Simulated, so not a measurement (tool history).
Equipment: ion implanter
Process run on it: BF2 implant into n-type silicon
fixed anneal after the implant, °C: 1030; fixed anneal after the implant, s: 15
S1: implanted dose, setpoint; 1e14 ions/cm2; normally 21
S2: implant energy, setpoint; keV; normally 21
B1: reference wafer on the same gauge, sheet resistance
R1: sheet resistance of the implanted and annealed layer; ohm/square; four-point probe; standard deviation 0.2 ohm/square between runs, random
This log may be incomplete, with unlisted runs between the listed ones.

run   hour     S1    S2      B1      R1
  1      0     21    21  120.02  134.23
  2   13.2     21    21  119.96  134.66
  3   21.8     21    21  120.02  134.28
  4     34     21    21  119.99  135.01
  5   44.5     21    21  120.04  134.75
  6   51.6     21    21  119.96  134.48
  7   61.2  22.51    18  119.96  142.11
  8   69.8  22.51    18  119.95  142.32
  9   87.7  23.76    15  119.97  151.59
 10    104  19.17  27.5  120.04  121.08
 11  119.8  23.84  17.5  120.05  143.18
 12  137.9  15.35    17  119.97   151.7
 13  146.2   15.5    23  120.03  134.91
 14  155.5  24.87    18  120.03   141.6
 15  168.9     21    21  119.99  134.68
 16  175.7     21    21  120.01  134.84
 17  182.7  19.38    24  120.02  128.44
 18  188.9  14.87  25.5  120.04  130.19

Withheld: 3 entries from between the runs. Position of each, and hidden state at the listed run before versus the listed run after:
Logged between run 9 and run 10: gauge calibrated (hour 95.4)
  the hidden state is the same at both runs
Logged between run 10 and run 11: extraction supply calibrated (hour 117.8)
  the hidden state is the same at both runs
Logged between run 11 and run 12: Faraday cup replaced and dose calibrated (hour 137.4)
  the hidden state is the same at both runs
